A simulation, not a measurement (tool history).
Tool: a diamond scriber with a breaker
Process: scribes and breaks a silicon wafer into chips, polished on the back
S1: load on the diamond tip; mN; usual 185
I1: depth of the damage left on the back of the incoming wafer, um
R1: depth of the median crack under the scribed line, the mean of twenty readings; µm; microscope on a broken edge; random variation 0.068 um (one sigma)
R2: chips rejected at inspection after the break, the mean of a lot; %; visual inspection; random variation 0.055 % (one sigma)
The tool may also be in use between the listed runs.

| run | hour | S1 | I1 | R1 | R2 |
|---|---|---|---|---|---|
| 1 | 0 | 155 | 0.02 | 7.63 | 1.4 |
| 2 | 97.2 | 155 | 0.05 | 7.61 | 1.47 |
| 3 | 133.7 | 185 | 0.03 | 8.39 | 0.83 |
|  | 177 | diamond tip replaced by a new one |
| 4 | 215.6 | 185 | 0.05 | 8.57 | 0.96 |
| 5 | 253.7 | 185 | 0.04 | 8.48 | 1.01 |
| 6 | 312.5 | 185 | 0.03 | 8.56 | 0.95 |
|  | 540.1 | diamond tip replaced by a new one |
| 7 | 603 | 185 | 0.04 | 8.54 | 1.09 |
| 8 | 674.6 | 158 | 0.01 | 7.81 | 1.07 |
| 9 | 781 | 158 | 0.04 | 7.88 | 1.18 |
| 10 | 851.3 | 185 | 0.02 | 8.49 | 0.89 |

The next listed run, before its measurement:
| 11 | 902.9 | 209 | 0.03 | ? | ? |

R1: 9.1 µm
R2: 1.88 %
Without the tool's hidden state the same run would have given R1 8.85 µm, R2 1.37 %.

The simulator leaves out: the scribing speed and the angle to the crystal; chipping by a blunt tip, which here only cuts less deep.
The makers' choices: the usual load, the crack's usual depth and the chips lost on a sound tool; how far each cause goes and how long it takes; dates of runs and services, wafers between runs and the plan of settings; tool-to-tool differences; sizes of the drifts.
